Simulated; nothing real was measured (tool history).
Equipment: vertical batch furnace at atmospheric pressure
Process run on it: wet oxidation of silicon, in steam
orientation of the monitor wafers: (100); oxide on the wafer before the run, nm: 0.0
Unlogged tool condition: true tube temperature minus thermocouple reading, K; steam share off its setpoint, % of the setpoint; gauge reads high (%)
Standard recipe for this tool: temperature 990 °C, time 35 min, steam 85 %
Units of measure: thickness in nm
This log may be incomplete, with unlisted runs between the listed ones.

run   hour  temperature  time  steam  wafers since the last listed run  hours since the last temperature calibration  hours since the steam generator was serviced  hours since the gauge calibration  read-back reference wafer on the same gauge, thickness  thickness
  1      0          997    35     85                                 0                                        4307.9                                        1334.8                              180.5                                                  195.11     239.43
  2    6.5          997    35     85                                69                                        4314.4                                        1341.3                                187                                                  194.78     238.91
  3   20.3          997    35     85                               147                                        4328.2                                        1355.1                              200.8                                                  194.94     239.44
  4   27.1          990  26.5     85                                72                                          4335                                        1361.9                              207.6                                                  194.88      179.5
      31.7  -- gauge calibrated
  5   42.3         1001    41     85                               162                                        4350.2                                        1377.1                               10.6                                                  195.06     279.13
  6   53.4         1001    41     85                               118                                        4361.3                                        1388.2                               21.7                                                   194.9     278.79
  7   67.8         1001    41     85                               154                                        4375.7                                        1402.6                               36.1                                                  194.94     279.22
     104.4  -- thermocouples replaced and temperature profile calibrated
  8  104.9          990  39.5     85                               140                                           0.5                                        1439.7                               73.2                                                  195.07     245.75
  9  108.4          990  39.5     85                                37                                             4                                        1443.2                               76.7                                                  194.98     246.51
 10    112          990  39.5     85                                38                                           7.6                                        1446.8                               80.3                                                  194.91      245.9
 11    121          990    35     85                                96                                          16.6                                        1455.8                               89.3                                                  194.97     224.68
 12  132.2          998    35     85                               119                                          27.8                                          1467                              100.5                                                  195.04     241.59
 13  138.4          998    35     85                                66                                            34                                        1473.2                              106.7                                                  194.95     241.84
 14  149.6          998    35     85                               119                                          45.2                                        1484.4                              117.9                                                  194.91     240.61
 15  157.4          997    35     85                                83                                            53                                        1492.2                              125.7                                                  195.09     239.32
 16  166.8          990    35     95                               100                                          62.4                                        1501.6                              135.1                                                  195.19     244.24
     197.8  -- steam generator serviced
 17  198.3          974    49     92                                80                                          93.9                                           0.5                              166.6                                                     195     280.93
 18  201.9         1010  40.5     79                                38                                          97.5                                           4.1                              170.2                                                  194.97     296.54
 19  209.3          983    43     81                                79                                         104.9                                          11.5                              177.6                                                  194.85     250.74
 20  220.5          990    35     85                               119                                         116.1                                          22.7                              188.8                                                  195.18     235.97
 21  232.5          969    35     85                               128                                         128.1                                          34.7                              200.8                                                  194.87     191.94
     234.2  -- gauge calibrated
 22  239.4          976  50.5     85                                73                                           135                                          41.6                                5.2                                                  194.75     274.98
 23  247.1         1010    35     77                                82                                         142.7                                          49.3                               12.9                                                  195.01     261.51
 24  259.7         1011    24     80                               134                                         155.3                                          61.9                               25.5                                                   195.1     203.83
 25  276.4          990    46     74                               178                                           172                                          78.6                               42.2                                                  194.95     260.45
 26  290.9          972    35     91                               155                                         186.5                                          93.1                               56.7                                                  195.04     207.97
 27  307.5         1007  40.5     85                               177                                         203.1                                         109.7                               73.3                                                  195.06     301.36
 28  320.7         1015  46.5     77                               141                                         216.3                                         122.9                               86.5                                                  195.02     329.94

What if the next run were any one of these 5? Each begins from the tool's condition after run 28:
  A  324.3          990    35     85                                38                                         219.9                                         126.5                               90.1                                                       ?          ?
  B  324.3          976    44     85                                38                                         219.9                                         126.5                               90.1                                                       ?          ?
  C  324.3          975    35     95                                38                                         219.9                                         126.5                               90.1                                                       ?          ?
  D  324.3          976    50     96                                38                                         219.9                                         126.5                               90.1                                                       ?          ?
  E  324.3          990  20.5     85                                38                                         219.9                                         126.5                               90.1                                                       ?          ?

run  read-back reference wafer on the same gauge, thickness  thickness
  A                                                  194.81     233.42
  B                                                  194.81     244.22
  C                                                  194.81     220.59
  D                                                  194.81     295.53
  E                                                  194.81     152.84
With no hidden state in the tool, these same runs would have given:
run  thickness
  A     238.03
  B     249.11
  C     225.09
  D     301.27
  E     156.06
